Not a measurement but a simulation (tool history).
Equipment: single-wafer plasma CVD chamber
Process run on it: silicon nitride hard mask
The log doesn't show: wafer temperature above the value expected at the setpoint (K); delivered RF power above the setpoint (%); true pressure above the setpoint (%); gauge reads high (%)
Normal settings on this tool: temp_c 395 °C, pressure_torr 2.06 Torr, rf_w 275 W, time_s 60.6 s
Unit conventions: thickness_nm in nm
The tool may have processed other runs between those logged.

| run | hour | temp_c | pressure_torr | rf_w | time_s | wafers since the last listed run | hours since the last thermocouple change | hours since the last RF generator calibration | hours since the last manometer calibration | hours since the showerhead was replaced | hours since the gauge calibration | read-back reference wafer on the same gauge, thickness_nm | thickness_nm |
|---|---|---|---|---|---|---|---|---|---|---|---|---|---|
| 1 | 0 | 390 | 2.06 | 275 | 69.1 | 0 | 2651.4 | 2549.6 | 2002.6 | 3209.9 | 390.6 | 64.421 | 85.364 |
| 2 | 101.8 | 395 | 2.06 | 275 | 60.6 | 2108 | 2753.2 | 2651.4 | 2104.4 | 3311.7 | 492.4 | 64.411 | 74.52 |
| 3 | 114.1 | 395 | 2.06 | 275 | 54.9 | 254 | 2765.5 | 2663.7 | 2116.7 | 3324 | 504.7 | 64.343 | 67.399 |
| 4 | 139.8 | 395 | 2.06 | 275 | 54.9 | 532 | 2791.2 | 2689.4 | 2142.4 | 3349.7 | 530.4 | 64.443 | 67.12 |
| 5 | 160.9 | 395 | 2.06 | 275 | 60.6 | 436 | 2812.3 | 2710.5 | 2163.5 | 3370.8 | 551.5 | 64.365 | 74.258 |
| 6 | 176.9 | 395 | 2.06 | 275 | 60.6 | 331 | 2828.3 | 2726.5 | 2179.5 | 3386.8 | 567.5 | 64.394 | 74.258 |
| 7 | 198.2 | 395 | 2.06 | 275 | 60.6 | 441 | 2849.6 | 2747.8 | 2200.8 | 3408.1 | 588.8 | 64.389 | 74.307 |
|  | 217.1 | RF generator calibrated |
| 8 | 223.6 | 395 | 2.06 | 275 | 60.6 | 360 | 2875 | 6.5 | 2226.2 | 3433.5 | 614.2 | 64.399 | 77.445 |
| 9 | 251 | 395 | 2.06 | 275 | 60.6 | 567 | 2902.4 | 33.9 | 2253.6 | 3460.9 | 641.6 | 64.364 | 77.694 |
|  | 281 | capacitance manometer re-zeroed and calibrated |
| 10 | 281.5 | 388 | 2.06 | 315 | 60.6 | 465 | 2932.9 | 64.4 | 0.5 | 3491.4 | 672.1 | 64.39 | 82.755 |
| 11 | 309.3 | 395 | 2.06 | 275 | 60.6 | 575 | 2960.7 | 92.2 | 28.3 | 3519.2 | 699.9 | 64.37 | 77.649 |
| 12 | 404.5 | 395 | 2.06 | 275 | 60.6 | 1971 | 3055.9 | 187.4 | 123.5 | 3614.4 | 795.1 | 64.427 | 77.52 |
| 13 | 420.1 | 402 | 2.06 | 320 | 60.6 | 323 | 3071.5 | 203 | 139.1 | 3630 | 810.7 | 64.402 | 82.566 |
|  | 447.7 | gauge calibrated |
| 14 | 455.5 | 395 | 1.6 | 275 | 60.6 | 733 | 3106.9 | 238.4 | 174.5 | 3665.4 | 7.8 | 64.409 | 73.155 |
| 15 | 469.3 | 390 | 2.06 | 275 | 69.1 | 285 | 3120.7 | 252.2 | 188.3 | 3679.2 | 21.6 | 64.38 | 88.969 |
|  | 483.6 | thermocouple changed; heater temperature recalibrated |
| 16 | 494.8 | 402 | 2.06 | 320 | 60.6 | 362 | 11.2 | 277.7 | 213.8 | 3704.7 | 47.1 | 64.431 | 82.539 |
| 17 | 513.4 | 395 | 2.06 | 275 | 60.6 | 385 | 29.8 | 296.3 | 232.4 | 3723.3 | 65.7 | 64.381 | 77.775 |
| 18 | 541.5 | 401 | 2.39 | 275 | 60.6 | 581 | 57.9 | 324.4 | 260.5 | 3751.4 | 93.8 | 64.404 | 79.982 |
|  | 599.5 | showerhead replaced |
| 19 | 644.8 | 395 | 2.49 | 275 | 66.3 | 1973 | 161.2 | 427.7 | 363.8 | 45.3 | 197.1 | 64.386 | 88.242 |
| 20 | 661.8 | 404 | 2.06 | 300 | 71.4 | 352 | 178.2 | 444.7 | 380.8 | 62.3 | 214.1 | 64.407 | 94.471 |
| 21 | 678.7 | 395 | 1.75 | 230 | 57.6 | 349 | 195.1 | 461.6 | 397.7 | 79.2 | 231 | 64.382 | 65.369 |
| 22 | 697.3 | 395 | 2.06 | 275 | 60.6 | 385 | 213.7 | 480.2 | 416.3 | 97.8 | 249.6 | 64.407 | 77.332 |
| 23 | 718.7 | 395 | 2.06 | 220 | 60.6 | 443 | 235.1 | 501.6 | 437.7 | 119.2 | 271 | 64.352 | 70.282 |
| 24 | 741 | 395 | 2.39 | 275 | 60.6 | 461 | 257.4 | 523.9 | 460 | 141.5 | 293.3 | 64.356 | 79.611 |
| 25 | 773 | 395 | 2.06 | 275 | 60.6 | 662 | 289.4 | 555.9 | 492 | 173.5 | 325.3 | 64.401 | 77.537 |
| 26 | 799.9 | 387 | 2.54 | 275 | 60.6 | 557 | 316.3 | 582.8 | 518.9 | 200.4 | 352.2 | 64.41 | 81.407 |
| 27 | 829.9 | 395 | 2.06 | 225 | 60.6 | 621 | 346.3 | 612.8 | 548.9 | 230.4 | 382.2 | 64.412 | 70.975 |
| 28 | 843.8 | 404 | 2.06 | 255 | 60.6 | 287 | 360.2 | 626.7 | 562.8 | 244.3 | 396.1 | 64.407 | 74.804 |

Alternative continuations, all from the tool just after run 28; predict every row:
| A | 844.2 | 395 | 2.06 | 275 | 71.1 | 8 | 360.6 | 627.1 | 563.2 | 244.7 | 396.5 | ? | ? |
| B | 844.2 | 380 | 2.39 | 295 | 49.2 | 8 | 360.6 | 627.1 | 563.2 | 244.7 | 396.5 | ? | ? |
| C | 844.2 | 409 | 2.36 | 275 | 60.6 | 8 | 360.6 | 627.1 | 563.2 | 244.7 | 396.5 | ? | ? |
| D | 844.2 | 395 | 2.31 | 275 | 71.4 | 8 | 360.6 | 627.1 | 563.2 | 244.7 | 396.5 | ? | ? |
| E | 844.2 | 395 | 2.06 | 240 | 71.1 | 8 | 360.6 | 627.1 | 563.2 | 244.7 | 396.5 | ? | ? |

| run | read-back reference wafer on the same gauge, thickness_nm | thickness_nm |
|---|---|---|
| A | 64.424 | 90.805 |
| B | 64.424 | 67.564 |
| C | 64.424 | 79.36 |
| D | 64.424 | 93.652 |
| E | 64.424 | 85.644 |
Take away the tool's hidden state, keep each run's random variation, and the runs would have read:
| run | thickness_nm |
|---|---|
| A | 91.298 |
| B | 67.931 |
| C | 79.79 |
| D | 94.16 |
| E | 86.127 |
